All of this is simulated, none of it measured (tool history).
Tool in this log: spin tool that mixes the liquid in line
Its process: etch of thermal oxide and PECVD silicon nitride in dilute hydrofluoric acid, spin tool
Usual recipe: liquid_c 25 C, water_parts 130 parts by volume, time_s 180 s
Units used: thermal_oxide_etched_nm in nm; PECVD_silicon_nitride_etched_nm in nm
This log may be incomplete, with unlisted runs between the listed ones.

run     day  liquid_c  water_parts  time_s  read-back film thickness of the thermal oxide reference wafer, read on the same gauge (nm)  read-back film thickness of the PECVD silicon nitride reference wafer, read on the same gauge (nm)  thermal_oxide_etched_nm  PECVD_silicon_nitride_etched_nm
  1       0        25          130     180                                                                                         120                                                                                              49.941                     6.18                            3.035
  2   1.021        25          130     180                                                                                         120                                                                                              49.935                     6.21                            2.986
  3   1.829        25          130     180                                                                                      119.98                                                                                              50.007                     6.19                            3.019
  4   3.879        25          130     180                                                                                      120.01                                                                                               49.98                     6.27                            2.989
  5   5.296      23.5          130     180                                                                                         120                                                                                              49.947                     5.82                            2.729
  6   8.288      23.5          130     180                                                                                         120                                                                                              50.011                     5.89                            2.679
      8.808  -- hydrofluoric acid flow meter replaced
      9.362  -- thermometer replaced
  7   9.388      23.5          130     180                                                                                      120.01                                                                                              50.019                     5.67                            2.834
  8  10.846        25          130     245                                                                                      119.99                                                                                               49.96                     8.18                            4.251
  9  11.717      27.5          130     250                                                                                      119.98                                                                                              49.996                     9.17                            5.067
      11.95  -- gauge calibrated
 10  13.038        25          160     180                                                                                      120.02                                                                                              50.043                     4.76                            2.507
 11  15.329        25          130     180                                                                                      120.01                                                                                              49.949                     5.95                            3.108
 12  16.554        27          170     275                                                                                      119.97                                                                                              50.017                     7.26                            4.113
 13  17.783        27          185     225                                                                                         120                                                                                              49.974                     5.34                            3.081
 14  20.567        25          130     180                                                                                      120.01                                                                                              50.049                     6.01                            3.122
 15  21.088      21.5          130     180                                                                                      119.98                                                                                              49.941                      5.3                            2.442
 16  21.871      29.5           90     255                                                                                      119.99                                                                                              49.983                    15.45                            8.513
 17  23.262        28          130      70                                                                                      120.02                                                                                              50.014                     2.63                            1.488

Branching from run 17: 4 alternative next runs. What would each branch give?
  A  23.283        25          130      75                                                                                           ?                                                                                                   ?                        ?                                ?
  B  23.283        25          110     105                                                                                           ?                                                                                                   ?                        ?                                ?
  C  23.283      29.5          150     290                                                                                           ?                                                                                                   ?                        ?                                ?
  D  23.283        27           80     290                                                                                           ?                                                                                                   ?                        ?                                ?

run  read-back film thickness of the thermal oxide reference wafer, read on the same gauge (nm)  read-back film thickness of the PECVD silicon nitride reference wafer, read on the same gauge (nm)  thermal_oxide_etched_nm  PECVD_silicon_nitride_etched_nm
  A                                                                                      120.02                                                                                              50.065                     2.54                            1.307
  B                                                                                      120.02                                                                                              50.065                      4.3                            2.158
  C                                                                                      120.02                                                                                              50.065                     9.85                            5.825
  D                                                                                      120.02                                                                                              50.065                    18.36                            9.311
Stripped of hidden state, with their random variation kept, the same runs would have yielded:
run  thermal_oxide_etched_nm  PECVD_silicon_nitride_etched_nm
  A                      2.5                            1.313
  B                     4.24                            2.169
  C                     9.68                            5.839
  D                    18.12                            9.358
